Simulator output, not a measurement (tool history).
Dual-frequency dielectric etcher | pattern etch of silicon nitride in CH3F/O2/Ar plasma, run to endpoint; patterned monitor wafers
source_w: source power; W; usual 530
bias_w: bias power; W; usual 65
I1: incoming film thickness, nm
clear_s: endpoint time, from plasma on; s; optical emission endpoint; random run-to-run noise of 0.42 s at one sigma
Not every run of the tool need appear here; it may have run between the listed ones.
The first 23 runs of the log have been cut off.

{"run": 24, "hour": 283.1, "source_w": 530, "bias_w": 65, "I1": 45.64, "clear_s": 63.4}
{"hour": 299.0, "done": "source power generator calibrated"}
{"hour": 312.3, "done": "wet clean of the chamber"}
{"run": 25, "hour": 312.8, "source_w": 630, "bias_w": 74, "I1": 45.55, "clear_s": 59.5}
{"hour": 334.8, "done": "bias power generator calibrated"}
{"run": 26, "hour": 335.3, "source_w": 640, "bias_w": 65, "I1": 45, "clear_s": 60.7}
{"run": 27, "hour": 348.7, "source_w": 610, "bias_w": 65, "I1": 45.27, "clear_s": 62}
{"run": 28, "hour": 356.2, "source_w": 530, "bias_w": 57, "I1": 45.93, "clear_s": 69.5}
{"run": 29, "hour": 369.0, "source_w": 620, "bias_w": 53, "I1": 45.46, "clear_s": 64.7}
{"run": 30, "hour": 377.7, "source_w": 450, "bias_w": 65, "I1": 45.67, "clear_s": 70}
{"run": 31, "hour": 391.9, "source_w": 660, "bias_w": 61, "I1": 45.22, "clear_s": 61.9}
{"hour": 423.9, "done": "wet clean of the chamber, repeated, since the last time left the tool worse"}
{"run": 32, "hour": 424.4, "source_w": 600, "bias_w": 57, "I1": 44.95, "clear_s": 60}
{"run": 33, "hour": 424.8, "source_w": 640, "bias_w": 65, "I1": 45.39, "clear_s": 57.2}
{"run": 34, "hour": 458.0, "source_w": 530, "bias_w": 54, "I1": 45.24, "clear_s": 64.6}

Each row is a separate what-if for the run after 34, all from the same tool condition, not one after another. Results?
{"run": "A", "hour": 458.4, "source_w": 570, "bias_w": 65, "I1": 45.16, "clear_s": "?"}
{"run": "B", "hour": 458.4, "source_w": 530, "bias_w": 78, "I1": 45.16, "clear_s": "?"}
{"run": "C", "hour": 458.4, "source_w": 600, "bias_w": 77, "I1": 45.16, "clear_s": "?"}
{"run": "D", "hour": 458.4, "source_w": 450, "bias_w": 55, "I1": 45.16, "clear_s": "?"}
{"run": "E", "hour": 458.4, "source_w": 410, "bias_w": 49, "I1": 45.16, "clear_s": "?"}

run=A clear_s=59.6
run=B clear_s=58.2
run=C clear_s=55.8
run=D clear_s=68.2
run=E clear_s=72.7
Had the tool no hidden state, the same runs would have come out as:
run=A clear_s=59.3
run=B clear_s=57.9
run=C clear_s=55.4
run=D clear_s=67.7
run=E clear_s=72.2
